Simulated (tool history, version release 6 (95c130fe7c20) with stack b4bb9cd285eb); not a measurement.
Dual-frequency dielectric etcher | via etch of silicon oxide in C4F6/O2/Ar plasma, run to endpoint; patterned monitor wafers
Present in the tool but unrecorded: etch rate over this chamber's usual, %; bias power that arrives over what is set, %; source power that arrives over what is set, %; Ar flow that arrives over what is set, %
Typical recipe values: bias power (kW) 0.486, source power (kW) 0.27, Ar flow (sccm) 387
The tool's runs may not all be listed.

run	hour	bias power (kW)	source power (kW)	Ar flow (sccm)	wafers since the last listed run	hours since the last wet clean	hours since the last bias power generator calibration	hours since the last source power generator calibration	hours since the last Ar flow controller change	hours since the last upper electrode change	incoming incoming film thickness, nm	endpoint time (s)
1	0	0.486	0.27	387	0	51.4	3894.9	1613	4561.1	3650.7	193.5	49.8
2	28	0.486	0.24	462	463	79.4	3922.9	1641	4589.1	3678.7	190.9	52.8
3	129.9	0.486	0.24	387	1686	181.3	4024.8	1742.9	4691	3780.6	191.6	51.9
4	143.9	0.486	0.24	387	231	195.3	4038.8	1756.9	4705	3794.6	193.4	51.5
5	173.8	0.486	0.27	387	494	225.2	4068.7	1786.8	4734.9	3824.5	195.2	48.8
6	202.4	0.486	0.27	387	473	253.8	4097.3	1815.4	4763.5	3853.1	191.9	48.2
7	228	0.446	0.27	387	423	279.4	4122.9	1841	4789.1	3878.7	191.4	49.1
8	245.6	0.486	0.27	387	291	297	4140.5	1858.6	4806.7	3896.3	194.5	48.5
9	274	0.486	0.27	387	469	325.4	4168.9	1887	4835.1	3924.7	191.5	47.2
10	298.5	0.486	0.27	416	405	349.9	4193.4	1911.5	4859.6	3949.2	193.4	48.1
11	325.4	0.486	0.27	416	445	376.8	4220.3	1938.4	4886.5	3976.1	191.7	47.4
12	338.1	0.486	0.22	387	210	389.5	4233	1951.1	4899.2	3988.8	191.4	52.7
13	352.9	0.486	0.22	387	244	404.3	4247.8	1965.9	4914	4003.6	191.9	52.6
14	420.5	0.486	0.31	387	1118	471.9	4315.4	2033.5	4981.6	4071.2	191.7	43.8
# hour 425.3: source power generator calibrated
# hour 425.7: bias power generator calibrated
# hour 463.9: wet clean of the chamber
15	494	0.486	0.27	425	746	30.1	68.3	68.7	5055.1	4144.7	192	49.8
16	513.1	0.402	0.32	475	316	49.2	87.4	87.8	5074.2	4163.8	192.4	48.1
17	547.7	0.486	0.27	315	572	83.8	122	122.4	5108.8	4198.4	191.4	48.1
18	569.8	0.486	0.2	296	365	105.9	144.1	144.5	5130.9	4220.5	191.5	56.3
19	589.3	0.486	0.27	457	322	125.4	163.6	164	5150.4	4240	194.3	49.2
# hour 619.6: upper electrode replaced
20	620.1	0.486	0.27	387	112	156.2	194.4	194.8	5181.2	0.5	193.7	48.5
21	638.2	0.424	0.3	311	299	174.3	212.5	212.9	5199.3	18.6	192.5	47.7
22	667.2	0.417	0.27	387	479	203.3	241.5	241.9	5228.3	47.6	190.8	50.2
# hour 702.4: Ar flow controller replaced
23	702.9	0.486	0.27	387	491	239	277.2	277.6	0.5	83.3	192.4	48.1
24	725.2	0.486	0.27	482	369	261.3	299.5	299.9	22.8	105.6	193.8	49
25	745.8	0.436	0.22	432	340	281.9	320.1	320.5	43.4	126.2	193	56.2
26	774.2	0.417	0.27	387	469	310.3	348.5	348.9	71.8	154.6	190.9	49.6
27	796.9	0.486	0.31	476	375	333	371.2	371.6	94.5	177.3	192.2	44.7
28	828.7	0.486	0.27	434	526	364.8	403	403.4	126.3	209.1	194	47.9
# hour 860.8: wet clean of the chamber
29	861.3	0.57	0.34	442	142	0.5	435.6	436	158.9	241.7	194.8	43.2
30	891.5	0.486	0.27	416	499	30.7	465.8	466.2	189.1	271.9	192	50.1

State the hidden condition of the tool at each of the runs:
bias power that arrives over what is set, %: 0, the same for each run
source power that arrives over what is set, %: 0, the same for each run
Ar flow that arrives over what is set, %: 0, the same for each run
H1: etch rate over this chamber's usual, %
run	H1
1	0.695
2	1.02
3	2.21
4	2.38
5	2.73
6	3.06
7	3.36
8	3.57
9	3.9
10	4.19
11	4.5
12	4.65
13	4.82
14	5.62
15	0.82
16	1.04
17	1.45
18	1.71
19	1.94
20	2.3
21	2.51
22	2.85
23	3.26
24	3.53
25	3.77
26	4.1
27	4.36
28	4.74
29	-0.728
30	-0.374
